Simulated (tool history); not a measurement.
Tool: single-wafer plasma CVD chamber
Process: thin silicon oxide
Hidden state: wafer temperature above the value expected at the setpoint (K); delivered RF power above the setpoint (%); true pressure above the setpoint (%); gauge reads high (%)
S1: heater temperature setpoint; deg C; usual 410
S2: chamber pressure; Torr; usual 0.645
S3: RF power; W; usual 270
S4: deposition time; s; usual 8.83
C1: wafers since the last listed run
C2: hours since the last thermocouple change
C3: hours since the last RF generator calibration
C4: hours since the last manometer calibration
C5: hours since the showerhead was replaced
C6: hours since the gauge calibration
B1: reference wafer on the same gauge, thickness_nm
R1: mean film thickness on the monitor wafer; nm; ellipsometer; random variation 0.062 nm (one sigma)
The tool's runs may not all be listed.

run    hour   S1     S2   S3    S4    C1      C2      C3      C4      C5      C6      B1      R1
  1       0  410  0.645  270  8.83     0   455.2  1031.3  2024.6  5920.1   678.6   12.93  11.498
  2    85.4  410  0.645  270  8.83  3958   540.6  1116.7    2110  6005.5     764   12.91  11.275
  3   145.2  410  0.645  270  8.83  2771   600.4  1176.5  2169.8  6065.3   823.8  12.909  11.309
  4   188.4  416  0.645  255  8.83  2002   643.6  1219.7    2213  6108.5     867  12.862  11.012
  5   290.4  416  0.645  255  8.83  4727   745.6  1321.7    2315  6210.5     969  12.888  10.864
  6   385.2  410  0.645  270  8.83  4394   840.4  1416.5  2409.8  6305.3  1063.8  12.903  11.271
  7     488  410  0.645  270  7.63  4764   943.2  1519.3  2512.6  6408.1  1166.6  12.926   9.738
  8   535.4  410  0.645  270  8.83  2197   990.6  1566.7    2560  6455.5    1214  12.903  11.289
      566.1  -- gauge calibrated
      600.2  -- RF generator calibrated
  9   616.7  410  0.645  270  8.83  3397  1071.9    16.5  2641.3  6536.8    50.6  12.871  11.719
      671.7  -- capacitance manometer re-zeroed and calibrated
 10   742.4  410  0.645  270  8.83  5455  1197.6   142.2    70.7  6662.5   176.3  12.903   11.61
 11   813.6  424  0.496  230   7.3  3300  1268.8   213.4   141.9  6733.7   247.5   12.92   7.029
 12   860.9  404  0.645  270  8.83  2192  1316.1   260.7   189.2    6781   294.8  12.911  11.793
      899.4  -- showerhead replaced
      971.6  -- thermocouple changed; heater temperature recalibrated
 13   995.4  405  0.597  220  7.92  5492    23.8   395.2   323.7      96   429.3  12.902   8.728
 14  1083.8  410  0.645  270  8.83  4097   112.2   483.6   412.1   184.4   517.7  12.884  11.549
 15  1123.9  410  0.645  270  8.83  1858   152.3   523.7   452.2   224.5   557.8  12.898  11.504
 16  1179.2  419  0.491  270  8.83  2563   207.6     579   507.5   279.8   613.1  12.893    8.97
 17  1240.1  410  0.692  270  8.83  2822   268.5   639.9   568.4   340.7     674  12.889  12.331
 18  1332.3  416  0.645  230  8.83  4273   360.7   732.1   660.6   432.9   766.2  12.888  10.543
 19  1388.2  424  0.645  250  8.83  2590   416.6     788   716.5   488.8   822.1  12.878  10.897
 20  1449.9  420  0.747  270  7.06  2859   478.3   849.7   778.2   550.5   883.8  12.941  10.359

The tool's hidden state at each run:
wafer temperature above the value expected at the setpoint (K): 0 in every run
true pressure above the setpoint (%): 0 in every run
gauge reads high (%): 0 in every run
H1: delivered RF power above the setpoint (%)
run      H1
  1   -6.06
  2   -6.53
  3   -6.87
  4   -7.11
  5   -7.68
  6    -8.2
  7   -8.78
  8   -9.04
  9  -0.836
 10   -1.54
 11   -1.93
 12    -2.2
 13   -2.94
 14   -3.44
 15   -3.66
 16   -3.97
 17   -4.31
 18   -4.82
 19   -5.13
 20   -5.47
